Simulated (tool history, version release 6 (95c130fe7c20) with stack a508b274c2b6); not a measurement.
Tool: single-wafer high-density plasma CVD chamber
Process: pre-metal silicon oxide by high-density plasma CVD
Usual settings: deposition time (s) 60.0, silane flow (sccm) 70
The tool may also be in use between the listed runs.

run    hour  deposition time (s)  silane flow (sccm)  wafers since the last listed run  hours since the silane flow controller was replaced  hours since the gauge calibration  read-back reference wafer on the same gauge, thickness_nm  mean film thickness on the monitor wafer (Å)
  1     0.0                 60.0                  70                                 0                                               1747.4                                7.0                                                    353.781                                       4186.80
  2    31.6                 60.0                  77                               902                                               1779.0                               38.6                                                    353.704                                       4473.65
  3    55.5                 60.0                  77                               682                                               1802.9                               62.5                                                    353.640                                       4470.68
  4   110.2                 60.0                  70                              1562                                               1857.6                              117.2                                                    354.348                                       4194.40
  5   128.4                 60.0                  70                               520                                               1875.8                              135.4                                                    353.794                                       4180.54
  6   152.9                 60.0                  70                               700                                               1900.3                              159.9                                                    354.038                                       4214.24
  7   176.6                 60.0                  62                               677                                               1924.0                              183.6                                                    353.636                                       3873.69
  8   190.4                 60.0                  62                               394                                               1937.8                              197.4                                                    353.956                                       3878.32
  9   221.9                 60.0                  62                               900                                               1969.3                              228.9                                                    353.776                                       3888.85
 10   238.6                 54.2                  70                               477                                               1986.0                              245.6                                                    354.103                                       3796.82
 11   271.5                 54.2                  70                               940                                               2018.9                              278.5                                                    354.112                                       3794.91
 12   286.2                 60.0                  75                               420                                               2033.6                              293.2                                                    353.848                                       4399.60
 13   300.9                 53.3                  62                               420                                               2048.3                              307.9                                                    354.376                                       3447.35
 14   326.9                 53.3                  62                               742                                               2074.3                              333.9                                                    354.225                                       3453.16
 15   355.8                 53.3                  62                               825                                               2103.2                              362.8                                                    353.713                                       3437.92
 16   370.9                 65.9                  70                               431                                               2118.3                              377.9                                                    353.919                                       4622.38
 17   402.3                 60.0                  70                               897                                               2149.7                              409.3                                                    354.091                                       4204.78
 18   421.2                 60.0                  63                               540                                               2168.6                              428.2                                                    354.306                                       3931.34
 19   436.6                 53.9                  70                               440                                               2184.0                              443.6                                                    353.532                                       3768.31
 20   461.4                 60.0                  79                               708                                               2208.8                              468.4                                                    353.997                                       4557.18
      476.5  -- silane flow controller replaced
 21   492.3                 60.0                  70                               654                                                 15.8                              499.3                                                    354.098                                       4197.17
      517.4  -- gauge calibrated
 22   523.8                 67.1                  62                               900                                                 47.3                                6.4                                                    353.842                                       4319.41
 23   548.1                 65.5                  82                               694                                                 71.6                               30.7                                                    353.698                                       5095.40
 24   583.2                 60.0                  70                              1002                                                106.7                               65.8                                                    354.105                                       4198.13
 25   606.2                 60.0                  70                               657                                                129.7                               88.8                                                    353.692                                       4183.86
 26   640.6                 60.0                  76                               982                                                164.1                              123.2                                                    353.669                                       4444.46
 27   676.4                 52.8                  78                              1022                                                199.9                              159.0                                                    354.036                                       3958.05
 28   692.1                 60.0                  70                               448                                                215.6                              174.7                                                    354.134                                       4194.15
 29   711.5                 71.8                  59                               554                                                235.0                              194.1                                                    353.826                                       4507.77
 30   731.8                 50.7                  75                               580                                                255.3                              214.4                                                    354.099                                       3708.11
 31   759.2                 50.5                  70                               782                                                282.7                              241.8                                                    353.735                                       3535.33
 32   778.3                 71.7                  64                               545                                                301.8                              260.9                                                    353.874                                       4741.68
 33   791.8                 56.8                  80                               385                                                315.3                              274.4                                                    353.750                                       4357.68
 34   821.3                 64.6                  70                               842                                                344.8                              303.9                                                    353.705                                       4516.62
 35   928.5                 60.0                  65                              3063                                                452.0                              411.1                                                    353.837                                       4008.50
 36  1026.6                 71.7                  81                              2803                                                550.1                              509.2                                                    353.711                                       5523.08
 37  1054.0                 65.0                  70                               782                                                577.5                              536.6                                                    354.228                                       4557.93

Entry by entry between the runs, the difference in hidden state between the last listed run before and the first listed run after:
Between runs 20 and 21: silane flow controller replaced (hour 476.5)
  the hidden state is the same at both runs
Between runs 21 and 22: gauge calibrated (hour 517.4)
  the hidden state is the same at both runs
